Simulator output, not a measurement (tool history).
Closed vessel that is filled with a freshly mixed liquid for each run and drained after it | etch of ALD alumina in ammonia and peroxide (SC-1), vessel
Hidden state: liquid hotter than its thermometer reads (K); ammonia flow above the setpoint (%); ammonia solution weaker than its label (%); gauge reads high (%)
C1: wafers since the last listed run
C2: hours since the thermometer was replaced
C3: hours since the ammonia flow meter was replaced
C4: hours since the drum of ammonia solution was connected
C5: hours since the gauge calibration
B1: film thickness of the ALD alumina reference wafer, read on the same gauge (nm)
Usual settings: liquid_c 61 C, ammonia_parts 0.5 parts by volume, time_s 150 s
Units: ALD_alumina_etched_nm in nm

{"run": 1, "hour": 0.0, "liquid_c": 61, "ammonia_parts": 0.5, "time_s": 150, "C1": 0, "C2": 1798, "C3": 617.2, "C4": 80.3, "C5": 78.1, "B1": 100.02, "ALD_alumina_etched_nm": 9.35}
{"run": 2, "hour": 12.2, "liquid_c": 61, "ammonia_parts": 0.5, "time_s": 150, "C1": 1586, "C2": 1810.2, "C3": 629.4, "C4": 92.5, "C5": 90.3, "B1": 99.99, "ALD_alumina_etched_nm": 9.49}
{"run": 3, "hour": 32.2, "liquid_c": 61, "ammonia_parts": 0.5, "time_s": 150, "C1": 2600, "C2": 1830.2, "C3": 649.4, "C4": 112.5, "C5": 110.3, "B1": 100.01, "ALD_alumina_etched_nm": 9.55}
{"run": 4, "hour": 61.8, "liquid_c": 61, "ammonia_parts": 0.5, "time_s": 150, "C1": 3849, "C2": 1859.8, "C3": 679, "C4": 142.1, "C5": 139.9, "B1": 99.99, "ALD_alumina_etched_nm": 9.55}
{"run": 5, "hour": 89.0, "liquid_c": 61, "ammonia_parts": 0.5, "time_s": 150, "C1": 3537, "C2": 1887, "C3": 706.2, "C4": 169.3, "C5": 167.1, "B1": 99.99, "ALD_alumina_etched_nm": 9.52}
{"run": 6, "hour": 123.4, "liquid_c": 61, "ammonia_parts": 0.5, "time_s": 125, "C1": 4473, "C2": 1921.4, "C3": 740.6, "C4": 203.7, "C5": 201.5, "B1": 100.01, "ALD_alumina_etched_nm": 7.98}
{"run": 7, "hour": 201.6, "liquid_c": 61, "ammonia_parts": 0.5, "time_s": 150, "C1": 10169, "C2": 1999.6, "C3": 818.8, "C4": 281.9, "C5": 279.7, "B1": 100, "ALD_alumina_etched_nm": 9.54}
{"hour": 236.7, "done": "new drum of ammonia solution connected"}
{"run": 8, "hour": 237.2, "liquid_c": 61, "ammonia_parts": 0.5, "time_s": 150, "C1": 4499, "C2": 2035.2, "C3": 854.4, "C4": 0.5, "C5": 315.3, "B1": 100.01, "ALD_alumina_etched_nm": 9.61}
{"hour": 251.2, "done": "gauge calibrated"}
{"run": 9, "hour": 264.4, "liquid_c": 57, "ammonia_parts": 0.75, "time_s": 110, "C1": 3537, "C2": 2062.4, "C3": 881.6, "C4": 27.7, "C5": 13.2, "B1": 99.97, "ALD_alumina_etched_nm": 5.92}
{"run": 10, "hour": 297.9, "liquid_c": 70, "ammonia_parts": 0.4, "time_s": 125, "C1": 4356, "C2": 2095.9, "C3": 915.1, "C4": 61.2, "C5": 46.7, "B1": 100.01, "ALD_alumina_etched_nm": 12.38}
{"hour": 322.1, "done": "ammonia flow meter replaced"}
{"run": 11, "hour": 322.6, "liquid_c": 61, "ammonia_parts": 0.4, "time_s": 100, "C1": 3081, "C2": 2120.6, "C3": 0.5, "C4": 85.9, "C5": 71.4, "B1": 100.01, "ALD_alumina_etched_nm": 6.17}
{"run": 12, "hour": 354.4, "liquid_c": 70, "ammonia_parts": 0.3, "time_s": 230, "C1": 4135, "C2": 2152.4, "C3": 32.3, "C4": 117.7, "C5": 103.2, "B1": 99.99, "ALD_alumina_etched_nm": 21.8}
{"hour": 370.2, "done": "thermometer replaced"}
{"run": 13, "hour": 388.9, "liquid_c": 61, "ammonia_parts": 0.5, "time_s": 150, "C1": 4356, "C2": 18.7, "C3": 66.8, "C4": 152.2, "C5": 137.7, "B1": 100, "ALD_alumina_etched_nm": 9.56}
{"run": 14, "hour": 408.5, "liquid_c": 51, "ammonia_parts": 0.4, "time_s": 90, "C1": 2548, "C2": 38.3, "C3": 86.4, "C4": 171.8, "C5": 157.3, "B1": 99.97, "ALD_alumina_etched_nm": 3.32}
{"run": 15, "hour": 429.5, "liquid_c": 65, "ammonia_parts": 0.6, "time_s": 150, "C1": 2730, "C2": 59.3, "C3": 107.4, "C4": 192.8, "C5": 178.3, "B1": 100, "ALD_alumina_etched_nm": 11.71}
{"run": 16, "hour": 452.3, "liquid_c": 61, "ammonia_parts": 0.5, "time_s": 150, "C1": 2964, "C2": 82.1, "C3": 130.2, "C4": 215.6, "C5": 201.1, "B1": 100, "ALD_alumina_etched_nm": 9.41}
{"run": 17, "hour": 466.8, "liquid_c": 69, "ammonia_parts": 0.5, "time_s": 150, "C1": 1885, "C2": 96.6, "C3": 144.7, "C4": 230.1, "C5": 215.6, "B1": 99.99, "ALD_alumina_etched_nm": 13.98}

What the log doesn't show, run by run:
liquid hotter than its thermometer reads (K): 0 in every run
ammonia flow above the setpoint (%): 0 in every run
ammonia solution weaker than its label (%): 0 in every run
gauge reads high (%): 0 in every run
